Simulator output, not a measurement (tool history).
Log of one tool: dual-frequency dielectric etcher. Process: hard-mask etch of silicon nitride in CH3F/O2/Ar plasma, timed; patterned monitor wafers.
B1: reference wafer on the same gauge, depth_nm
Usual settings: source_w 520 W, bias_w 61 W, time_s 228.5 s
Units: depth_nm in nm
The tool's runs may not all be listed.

run 1 hour=0 | source_w=520 bias_w=61 time_s=228.5 | B1=183.2 | depth_nm=161.5
-- hour=25.5 wet clean of the chamber
run 2 hour=85.4 | source_w=520 bias_w=61 time_s=228.5 | B1=183 | depth_nm=162.1
run 3 hour=122.2 | source_w=520 bias_w=61 time_s=228.5 | B1=183 | depth_nm=162
run 4 hour=194.2 | source_w=460 bias_w=61 time_s=194.5 | B1=183.1 | depth_nm=133.1
run 5 hour=253.1 | source_w=520 bias_w=61 time_s=228.5 | B1=183 | depth_nm=162.1
run 6 hour=335 | source_w=520 bias_w=61 time_s=228.5 | B1=182.9 | depth_nm=161.3
run 7 hour=401.2 | source_w=490 bias_w=55 time_s=228.5 | B1=182.8 | depth_nm=151.3
-- hour=485.7 upper electrode replaced
-- hour=487.8 bias power generator calibrated
-- hour=501.6 wet clean of the chamber
run 8 hour=502.1 | source_w=520 bias_w=61 time_s=228.5 | B1=183.1 | depth_nm=164.1
run 9 hour=531.5 | source_w=520 bias_w=61 time_s=228.5 | B1=183 | depth_nm=163.4
run 10 hour=666.7 | source_w=640 bias_w=69 time_s=297 | B1=183 | depth_nm=239.8
run 11 hour=729 | source_w=460 bias_w=70 time_s=262 | B1=183 | depth_nm=191.9
run 12 hour=784.9 | source_w=520 bias_w=61 time_s=228.5 | B1=182.9 | depth_nm=164.5
run 13 hour=836.3 | source_w=580 bias_w=61 time_s=276.5 | B1=183.2 | depth_nm=206.7
run 14 hour=901.2 | source_w=520 bias_w=61 time_s=188 | B1=183.2 | depth_nm=134.2
run 15 hour=937.7 | source_w=520 bias_w=61 time_s=228.5 | B1=182.8 | depth_nm=163.5
-- hour=975.8 wet clean of the chamber
-- hour=986.6 gauge calibrated
-- hour=986.8 source power generator calibrated
run 16 hour=1037.5 | source_w=520 bias_w=61 time_s=228.5 | B1=183 | depth_nm=162.6
run 17 hour=1081.5 | source_w=580 bias_w=67 time_s=273.5 | B1=183.1 | depth_nm=209.7
run 18 hour=1138.6 | source_w=570 bias_w=53 time_s=193 | B1=183.2 | depth_nm=133.9
run 19 hour=1241.3 | source_w=520 bias_w=61 time_s=228.5 | B1=183.1 | depth_nm=162.9

What the log doesn't show, run by run:
etch rate over this chamber's usual, %: 0 in every run
source power that arrives over what is set, %: 0 in every run
gauge reads high (%): 0 in every run
H1: bias power that arrives over what is set, %
run=1 H1=-2.55
run=2 H1=-2.78
run=3 H1=-2.88
run=4 H1=-3.07
run=5 H1=-3.23
run=6 H1=-3.46
run=7 H1=-3.64
run=8 H1=0.36
run=9 H1=0.28
run=10 H1=-0.0876
run=11 H1=-0.257
run=12 H1=-0.409
run=13 H1=-0.549
run=14 H1=-0.725
run=15 H1=-0.824
run=16 H1=-1.1
run=17 H1=-1.22
run=18 H1=-1.37
run=19 H1=-1.65
